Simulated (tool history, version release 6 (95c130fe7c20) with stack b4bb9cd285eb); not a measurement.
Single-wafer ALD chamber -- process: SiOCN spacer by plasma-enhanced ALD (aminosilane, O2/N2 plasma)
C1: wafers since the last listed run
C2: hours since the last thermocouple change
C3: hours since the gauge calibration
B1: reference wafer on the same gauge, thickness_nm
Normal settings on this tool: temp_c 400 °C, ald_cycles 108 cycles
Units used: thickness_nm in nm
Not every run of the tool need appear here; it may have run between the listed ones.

run 1 hour=0.0 | temp_c=400 ald_cycles=108 | C1=0 C2=359.2 C3=725.8 | B1=5.703 | thickness_nm=7.060
run 2 hour=99.4 | temp_c=400 ald_cycles=108 | C1=341 C2=458.6 C3=825.2 | B1=5.698 | thickness_nm=7.046
run 3 hour=178.2 | temp_c=400 ald_cycles=108 | C1=270 C2=537.4 C3=904.0 | B1=5.688 | thickness_nm=7.019
run 4 hour=251.1 | temp_c=400 ald_cycles=108 | C1=250 C2=610.3 C3=976.9 | B1=5.681 | thickness_nm=7.067
run 5 hour=320.9 | temp_c=400 ald_cycles=108 | C1=239 C2=680.1 C3=1046.7 | B1=5.672 | thickness_nm=6.983
-- hour=553.5 gauge calibrated
run 6 hour=554.3 | temp_c=400 ald_cycles=108 | C1=801 C2=913.5 C3=0.8 | B1=5.706 | thickness_nm=7.042
run 7 hour=642.7 | temp_c=400 ald_cycles=108 | C1=303 C2=1001.9 C3=89.2 | B1=5.706 | thickness_nm=7.052
-- hour=667.8 thermocouple changed; heater temperature recalibrated
run 8 hour=723.5 | temp_c=400 ald_cycles=108 | C1=249 C2=55.7 C3=170.0 | B1=5.705 | thickness_nm=7.047
run 9 hour=822.8 | temp_c=400 ald_cycles=108 | C1=340 C2=155.0 C3=269.3 | B1=5.701 | thickness_nm=7.086

Predict the results of run 10:
run 10 hour=919.5 | temp_c=400 ald_cycles=108 | C1=331 C2=251.7 C3=366.0 | B1=? | thickness_nm=?

B1: 5.702
thickness_nm: 7.069 nm
Were there no unlogged condition in the tool, this run, its random variation unchanged, would have produced thickness_nm 7.106 nm.
